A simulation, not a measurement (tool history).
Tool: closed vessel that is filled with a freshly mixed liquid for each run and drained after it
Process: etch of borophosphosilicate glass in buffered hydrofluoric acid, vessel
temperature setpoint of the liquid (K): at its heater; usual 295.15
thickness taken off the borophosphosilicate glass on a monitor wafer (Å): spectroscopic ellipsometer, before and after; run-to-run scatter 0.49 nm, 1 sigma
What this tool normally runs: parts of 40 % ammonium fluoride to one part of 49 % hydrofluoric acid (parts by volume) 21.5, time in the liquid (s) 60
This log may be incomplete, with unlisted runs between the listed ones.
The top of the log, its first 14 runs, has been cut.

run	hour	temperature setpoint of the liquid (K)	parts of 40 % ammonium fluoride to one part of 49 % hydrofluoric acid (parts by volume)	time in the liquid (s)	wafers since the last listed run	hours since the thermometer was replaced	hours since the hydrofluoric acid flow meter was replaced	hours since the gauge calibration	read-back film thickness of the borophosphosilicate glass reference wafer, read on the same gauge (nm)	thickness taken off the borophosphosilicate glass on a monitor wafer (Å)
15	838.2	295.15	21.5	60	2763	345	1994.9	2703.8	150.01	546.1
# hour 907.7: gauge calibrated
16	909.6	295.15	21.5	60	5391	416.4	2066.3	1.9	150.01	544.2
17	950.6	296.65	21.5	50	3095	457.4	2107.3	42.9	149.98	487.5
# hour 952.3: hydrofluoric acid flow meter replaced
18	1019.7	295.15	16	60	5141	526.5	67.4	112	150.02	689.7
19	1087.4	298.15	16.5	70	5111	594.2	135.1	179.7	149.98	928.2
20	1138.2	295.15	21.5	30	3835	645	185.9	230.5	150.02	265.2
21	1167	295.15	21.5	60	2174	673.8	214.7	259.3	150.01	524.2
22	1201.1	293.65	21.5	60	2574	707.9	248.8	293.4	150.01	484.1
23	1260.5	291.15	21.5	30	4484	767.3	308.2	352.8	150.06	212.8
24	1290.9	295.15	21.5	60	2295	797.7	338.6	383.2	150.01	537.6
25	1325.8	292.15	21.5	60	2635	832.6	373.5	418.1	150.01	443.3
26	1373	295.15	21.5	60	3563	879.8	420.7	465.3	149.99	524.2
27	1420.8	291.15	19	60	3609	927.6	468.5	513.1	149.98	459.9
28	1458.8	299.15	21.5	60	2869	965.6	506.5	551.1	149.97	651.4
29	1487.6	295.15	29	60	2174	994.4	535.3	579.9	150.03	430.4
30	1558.6	295.15	18	60	5360	1065.4	606.3	650.9	150.03	601.9

Here are 5 independent what-if runs from the current tool condition. What would each one return?
A	1559.3	295.15	21.5	60	52	1066.1	607	651.6	?	?
B	1559.3	295.15	17	60	52	1066.1	607	651.6	?	?
C	1559.3	297.15	21.5	30	52	1066.1	607	651.6	?	?
D	1559.3	295.15	21.5	80	52	1066.1	607	651.6	?	?
E	1559.3	298.65	27	95	52	1066.1	607	651.6	?	?

run	read-back film thickness of the borophosphosilicate glass reference wafer, read on the same gauge (nm)	thickness taken off the borophosphosilicate glass on a monitor wafer (Å)
A	150	519.7
B	150	641.8
C	150	290
D	150	692.9
E	150	851.3
Stripped of hidden state, with their random variation kept, the same runs would have yielded:
run	thickness taken off the borophosphosilicate glass on a monitor wafer (Å)
A	551.2
B	680.7
C	307.4
D	734.9
E	902.1

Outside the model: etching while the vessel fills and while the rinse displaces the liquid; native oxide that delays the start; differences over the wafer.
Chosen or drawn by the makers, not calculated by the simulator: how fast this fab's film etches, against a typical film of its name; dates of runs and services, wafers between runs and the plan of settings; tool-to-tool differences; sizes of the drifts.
